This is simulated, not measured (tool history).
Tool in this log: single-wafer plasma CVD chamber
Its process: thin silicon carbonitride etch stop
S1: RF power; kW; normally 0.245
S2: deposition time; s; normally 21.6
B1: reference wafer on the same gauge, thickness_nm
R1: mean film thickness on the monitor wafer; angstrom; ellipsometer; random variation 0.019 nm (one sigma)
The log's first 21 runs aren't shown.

{"run": 22, "hour": 275.7, "S1": 0.215, "S2": 23.7, "B1": 14.606, "R1": 135.05}
{"hour": 287.8, "done": "RF generator calibrated"}
{"run": 23, "hour": 288.3, "S1": 0.245, "S2": 21.6, "B1": 14.594, "R1": 126.52}
{"run": 24, "hour": 288.8, "S1": 0.22, "S2": 21.6, "B1": 14.589, "R1": 124.45}
{"run": 25, "hour": 296.0, "S1": 0.285, "S2": 18.4, "B1": 14.614, "R1": 109.95}
{"run": 26, "hour": 309.8, "S1": 0.26, "S2": 23.3, "B1": 14.591, "R1": 137.66}
{"run": 27, "hour": 323.5, "S1": 0.215, "S2": 23.6, "B1": 14.602, "R1": 135.78}
{"run": 28, "hour": 330.2, "S1": 0.28, "S2": 20.0, "B1": 14.607, "R1": 119.19}
{"run": 29, "hour": 337.4, "S1": 0.2, "S2": 24.0, "B1": 14.604, "R1": 137.07}
{"run": 30, "hour": 360.7, "S1": 0.245, "S2": 18.6, "B1": 14.6, "R1": 108.8}
{"run": 31, "hour": 368.3, "S1": 0.245, "S2": 25.4, "B1": 14.584, "R1": 148.72}
{"run": 32, "hour": 376.6, "S1": 0.245, "S2": 19.1, "B1": 14.605, "R1": 111.73}
{"run": 33, "hour": 382.8, "S1": 0.29, "S2": 18.7, "B1": 14.595, "R1": 112.12}

The next listed run, before its measurement:
{"run": 34, "hour": 397.6, "S1": 0.245, "S2": 24.5, "B1": "?", "R1": "?"}

{"run 34": {"B1": 14.594, "R1": 142.83}}
Minus the tool's unlogged condition, the same run would have read R1 143.07 angstrom.

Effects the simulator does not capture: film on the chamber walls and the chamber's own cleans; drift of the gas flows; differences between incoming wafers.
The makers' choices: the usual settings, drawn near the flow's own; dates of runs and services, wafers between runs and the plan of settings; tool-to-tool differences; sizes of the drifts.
